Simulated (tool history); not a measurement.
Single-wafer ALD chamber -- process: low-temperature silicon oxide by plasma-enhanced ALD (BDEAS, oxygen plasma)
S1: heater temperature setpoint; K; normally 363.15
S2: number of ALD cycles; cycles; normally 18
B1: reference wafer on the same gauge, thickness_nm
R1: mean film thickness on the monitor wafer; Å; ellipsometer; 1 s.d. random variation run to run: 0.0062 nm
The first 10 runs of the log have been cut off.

run 11 hour=155.3 | S1=363.15 S2=18 | B1=2.650 | R1=24.88
-- hour=158.2 gauge calibrated
run 12 hour=166.2 | S1=363.15 S2=18 | B1=2.651 | R1=24.73
run 13 hour=182.2 | S1=363.15 S2=18 | B1=2.652 | R1=24.89
run 14 hour=197.6 | S1=363.15 S2=18 | B1=2.649 | R1=24.89
run 15 hour=204.0 | S1=363.15 S2=18 | B1=2.651 | R1=24.94
run 16 hour=215.7 | S1=363.15 S2=17 | B1=2.649 | R1=23.52
run 17 hour=228.1 | S1=363.15 S2=17 | B1=2.650 | R1=23.53
-- hour=238.1 thermocouple changed; heater temperature recalibrated
run 18 hour=238.6 | S1=351.15 S2=15 | B1=2.651 | R1=21.66
run 19 hour=250.8 | S1=373.15 S2=15 | B1=2.648 | R1=19.93
run 20 hour=257.8 | S1=363.15 S2=15 | B1=2.651 | R1=20.65
run 21 hour=265.0 | S1=351.15 S2=15 | B1=2.651 | R1=21.68
run 22 hour=274.2 | S1=363.15 S2=18 | B1=2.649 | R1=24.95
run 23 hour=288.4 | S1=363.15 S2=21 | B1=2.651 | R1=28.99
run 24 hour=295.5 | S1=377.15 S2=18 | B1=2.651 | R1=23.77
run 25 hour=306.4 | S1=363.15 S2=18 | B1=2.649 | R1=24.86
run 26 hour=321.8 | S1=359.15 S2=21 | B1=2.653 | R1=29.42
run 27 hour=330.3 | S1=363.15 S2=18 | B1=2.652 | R1=25.00
run 28 hour=337.5 | S1=363.15 S2=18 | B1=2.652 | R1=24.95
run 29 hour=352.3 | S1=375.15 S2=14 | B1=2.650 | R1=18.54
run 30 hour=369.8 | S1=374.15 S2=15 | B1=2.651 | R1=19.85
run 31 hour=382.0 | S1=348.15 S2=17 | B1=2.651 | R1=24.85
-- hour=396.9 gauge calibrated
run 32 hour=398.6 | S1=351.15 S2=18 | B1=2.648 | R1=26.06
run 33 hour=412.6 | S1=350.15 S2=16 | B1=2.652 | R1=23.23
run 34 hour=423.8 | S1=355.15 S2=21 | B1=2.650 | R1=29.93

What if the next run were any one of these 3? Each begins from the tool's condition after run 34:
run A hour=424.2 | S1=358.15 S2=18 | B1=? | R1=?
run B hour=424.2 | S1=354.15 S2=16 | B1=? | R1=?
run C hour=424.2 | S1=355.15 S2=15 | B1=? | R1=?

run=A B1=2.652 R1=25.42
run=B B1=2.652 R1=22.95
run=C B1=2.652 R1=21.43
Take away the tool's hidden state, keep each run's random variation, and the runs would have read:
run=A R1=25.42
run=B R1=22.95
run=C R1=21.43

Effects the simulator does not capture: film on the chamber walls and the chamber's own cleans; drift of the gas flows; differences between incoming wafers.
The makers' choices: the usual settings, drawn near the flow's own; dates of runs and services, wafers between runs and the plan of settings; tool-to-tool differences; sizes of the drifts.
